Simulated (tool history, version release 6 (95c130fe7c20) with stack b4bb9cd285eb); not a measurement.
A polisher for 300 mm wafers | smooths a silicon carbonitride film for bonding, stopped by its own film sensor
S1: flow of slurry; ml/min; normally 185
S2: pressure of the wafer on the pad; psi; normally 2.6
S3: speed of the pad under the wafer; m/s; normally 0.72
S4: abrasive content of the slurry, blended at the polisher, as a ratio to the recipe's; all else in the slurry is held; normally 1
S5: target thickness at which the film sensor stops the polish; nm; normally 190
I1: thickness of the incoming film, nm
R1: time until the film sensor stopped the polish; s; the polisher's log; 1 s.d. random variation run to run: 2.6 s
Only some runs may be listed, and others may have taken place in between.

run,day,S1,S2,S3,S4,S5,I1,R1
1,0,185,2.6,0.72,1,190,226.8,157.7
# day 2.625: worn pad replaced by a new one
2,4.283,185,2.6,0.72,1,190,229.4,175.5
# day 6.104: slurry blender recalibrated
3,6.762,185,2.6,0.72,1,190,234,209.5
4,9.283,185,2.6,0.72,1,190,227.6,179.3
# day 11.112: worn pad replaced by a new one
5,11.767,185,2.6,0.72,1,190,233.4,205.2
# day 13.317: slurry nozzle cleaned
# day 14.679: slurry blender recalibrated
6,14.85,185,2.6,0.72,1,198,229.7,143.7
7,17.846,185,2.6,0.72,1,198,230.4,152.1
# day 18.767: worn pad replaced by a new one
8,20.242,225,2,0.62,1,198,231,223.5
9,21.775,185,2.6,0.72,1,196,232.4,172.2
10,23.679,185,2.6,0.72,1,190,231.7,206.6

Predict the results of run 11:
# day 24.308: slurry blender recalibrated
# day 25.533: slurry nozzle cleaned
# day 26.612: worn pad replaced by a new one
11,27.821,185,2.8,0.72,1,190,225.9,?

{"run 11": {"R1": 150.7}}
Had the tool carried no hidden state, the very same run would have given R1 142.9 s.
